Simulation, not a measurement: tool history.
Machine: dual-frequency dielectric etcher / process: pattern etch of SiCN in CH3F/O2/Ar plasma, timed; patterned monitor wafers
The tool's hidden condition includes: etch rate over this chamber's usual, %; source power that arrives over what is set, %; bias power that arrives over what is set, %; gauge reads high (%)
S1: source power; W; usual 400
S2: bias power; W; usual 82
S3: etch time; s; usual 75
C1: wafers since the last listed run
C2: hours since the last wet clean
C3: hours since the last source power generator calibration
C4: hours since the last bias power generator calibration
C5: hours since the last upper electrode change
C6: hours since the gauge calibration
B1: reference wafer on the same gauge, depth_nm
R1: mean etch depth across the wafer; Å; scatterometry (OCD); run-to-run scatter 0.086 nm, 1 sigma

run    hour   S1   S2    S3    C1     C2      C3      C4      C5     C6     B1     R1
  1       0  400   69    75     0  241.7  1918.6  3895.3  3515.5  413.8  25.14  284.3
  2    83.2  400   69    75  1109  324.9  2001.8  3978.5  3598.7    497  25.22  286.8
  3   152.8  400   69    75   928  394.5  2071.4  4048.1  3668.3  566.6  25.28  286.6
      212.1  -- wet clean of the chamber
  4   222.1  400   82    75   604     10  2140.7  4117.4  3737.6  635.9  25.31  298.8
  5   282.4  400   82    75   804   70.3    2201  4177.7  3797.9  696.2  25.34  298.1
  6   321.8  400   92    75   525  109.7  2240.4  4217.1  3837.3  735.6  25.36  308.6
  7   387.7  400   92    75   879  175.6  2306.3    4283  3903.2  801.5  25.43  306.1
  8   444.8  400   92    75   761  232.7  2363.4  4340.1  3960.3  858.6  25.45  309.5
        480  -- gauge calibrated
  9   524.3  400   70    90  1060  312.2  2442.9  4419.6  4039.8   44.3  24.96  338.4
 10   618.6  400   70    90  1258  406.5  2537.2  4513.9  4134.1  138.6  25.02    342
      709.8  -- wet clean of the chamber
 11   710.3  400   82  53.5   903    0.5  2628.9  4605.6  4225.8  230.3   25.1  210.6
      758.7  -- source power generator calibrated
      773.2  -- bias power generator calibrated
 12   773.7  490   96    55   739   63.9      15     0.5  4289.2  293.7  25.11  238.7
 13   867.7  440   92    91  1254  157.9     109    94.5  4383.2  387.7  25.21  379.1
 14   908.9  360  102    75   549  199.1   150.2   135.7  4424.4  428.9   25.2  305.6
        969  -- upper electrode replaced
 15    1005  460   92    75   961  295.2   246.3   231.8      36    525   25.3  317.8
 16  1085.6  320   65  88.5  1075  375.8   326.9   312.4   116.6  605.6  25.35  314.6
     1143.3  -- wet clean of the chamber
 17  1183.5  320   75    75   985   40.2   424.8   410.3   214.5  703.5  25.37  275.9
 18  1236.5  400   90    75   707   93.2   477.8   463.3   267.5  756.5   25.4  308.5
 19  1310.3  350   74  68.5   984    167   551.6   537.1   341.3  830.3  25.47  256.8
 20  1375.1  400   82    75   864  231.8   616.4   601.9   406.1  895.1   25.5  300.8
       1390  -- gauge calibrated
 21    1482  400   82    75  1426  338.7   723.3   708.8     513     92  25.01  295.3

Here are 3 independent what-if runs from the current tool condition. What would each one return?
  A  1482.4  400  82    75   5  339.1  723.7  709.2  513.4  92.4   ?   ?
  B  1482.4  400  82    58   5  339.1  723.7  709.2  513.4  92.4   ?   ?
  C  1482.4  330  66  84.5   5  339.1  723.7  709.2  513.4  92.4   ?   ?

run     B1     R1
  A  25.01  294.8
  B  25.01    228
  C  25.01  300.7
With no hidden state in the tool, these same runs would have given:
run     R1
  A  293.5
  B    227
  C  299.4
